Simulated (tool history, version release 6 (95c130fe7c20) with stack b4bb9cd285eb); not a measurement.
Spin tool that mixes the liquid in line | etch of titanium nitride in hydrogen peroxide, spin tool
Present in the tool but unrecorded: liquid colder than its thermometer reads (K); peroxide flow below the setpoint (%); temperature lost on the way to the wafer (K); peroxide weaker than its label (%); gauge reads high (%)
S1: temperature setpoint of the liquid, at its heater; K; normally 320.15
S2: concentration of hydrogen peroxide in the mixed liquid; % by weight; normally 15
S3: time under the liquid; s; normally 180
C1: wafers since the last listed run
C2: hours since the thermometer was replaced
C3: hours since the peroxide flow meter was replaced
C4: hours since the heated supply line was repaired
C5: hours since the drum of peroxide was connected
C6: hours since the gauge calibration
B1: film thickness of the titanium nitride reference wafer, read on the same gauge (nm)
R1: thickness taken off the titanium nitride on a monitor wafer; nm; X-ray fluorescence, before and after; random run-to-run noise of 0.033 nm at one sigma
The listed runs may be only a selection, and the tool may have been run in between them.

run     day      S1    S2   S3   C1      C2      C3     C4     C5     C6      B1     R1
  1       0  320.15    15  180    0  1035.3  1082.5   97.3  307.4  201.2  70.012  3.298
      0.704  -- new drum of peroxide connected
  2   0.875  320.15    15  180  190  1056.3  1103.5  118.3    4.1  222.2  69.967  3.237
  3   1.596  328.65    15  180  164  1073.6  1120.8  135.6   21.4  239.5   70.01  6.074
  4   2.933  315.65    19  100  305  1105.7  1152.9  167.7   53.5  271.6  70.039  1.357
      3.458  -- peroxide flow meter replaced
  5   4.375  320.15    15  180  319  1140.3      22  202.3   88.1  306.2  70.006  3.312
  6   5.771  327.65    15   75  318  1173.8    55.5  235.8  121.6  339.7  69.974  2.329
  7   6.625  313.65    12  235  195  1194.3      76  256.3  142.1  360.2  69.943  2.468
  8   7.238  320.15    15  180  139    1209    90.7    271  156.8  374.9  69.982  3.218
  9   8.138  326.65    12  240  205  1230.6   112.3  292.6  178.4  396.5  70.028  6.533
 10   9.125  320.15    15  180  225  1254.3     136  316.3  202.1  420.2  70.008  3.197
      9.558  -- thermometer replaced
 11  11.083  328.15    15  135  437    36.6     183  363.3  249.1  467.2  70.011  4.449
 12  12.021  320.15    12  180  214    59.1   205.5  385.8  271.6  489.7  70.001  3.205
 13   13.25  313.65    12  235  280    88.6     235  415.3  301.1  519.2  70.039  2.553
 14  13.875  320.15    15  180  142   103.6     250  430.3  316.1  534.2  70.007  3.396
 15  14.846  311.15  19.5  230  221   126.9   273.3  453.6  339.4  557.5  69.973  2.286
     15.475  -- gauge calibrated
 16  15.771  320.15  13.5  180  211   149.1   295.5  475.8  361.6    7.1  70.013  3.326
     15.908  -- new drum of peroxide connected
 17  16.554  328.65    15  180  169   167.9   314.3  494.6   15.5   25.9  70.013  6.204
 18  19.029  325.15    15  180  565   227.3   373.7    554   74.9   85.3  69.994  4.722
 19  20.183  320.15    15  180  263     255   401.4  581.7  102.6    113  70.005  3.285
 20  21.638  320.15    19  180  332   289.9   436.3  616.6  137.5  147.9  69.978  3.419
 21  22.267  320.15  16.5  125  143     305   451.4  631.7  152.6    163  69.985  2.364
 22  23.762  320.15    15  180  341   340.9   487.3  667.6  188.5  198.9  70.025  3.231
 23    24.9  316.65    15  150  259   368.2   514.6  694.9  215.8  226.2  69.991   2.08
 24  25.521  320.15    15  180  141   383.1   529.5  709.8  230.7  241.1  69.986   3.24

5 ways to go on from here, each from the tool as it stands after run 24. What would each give?
  A  25.542  313.15    15  180   4  383.6  530  710.3  231.2  241.6   ?   ?
  B  25.542  320.15    15  285   4  383.6  530  710.3  231.2  241.6   ?   ?
  C  25.542  316.15    15  215   4  383.6  530  710.3  231.2  241.6   ?   ?
  D  25.542  325.65  12.5  230   4  383.6  530  710.3  231.2  241.6   ?   ?
  E  25.542  323.65    12  215   4  383.6  530  710.3  231.2  241.6   ?   ?

run  B1     R1
  A  70  1.878
  B  70  5.052
  C  70  2.824
  D  70  5.857
  E  70    4.7
Without the tool's hidden state the same runs would have given:
run     R1
  A  2.026
  B  5.432
  C  3.041
  D  6.281
  E  5.045
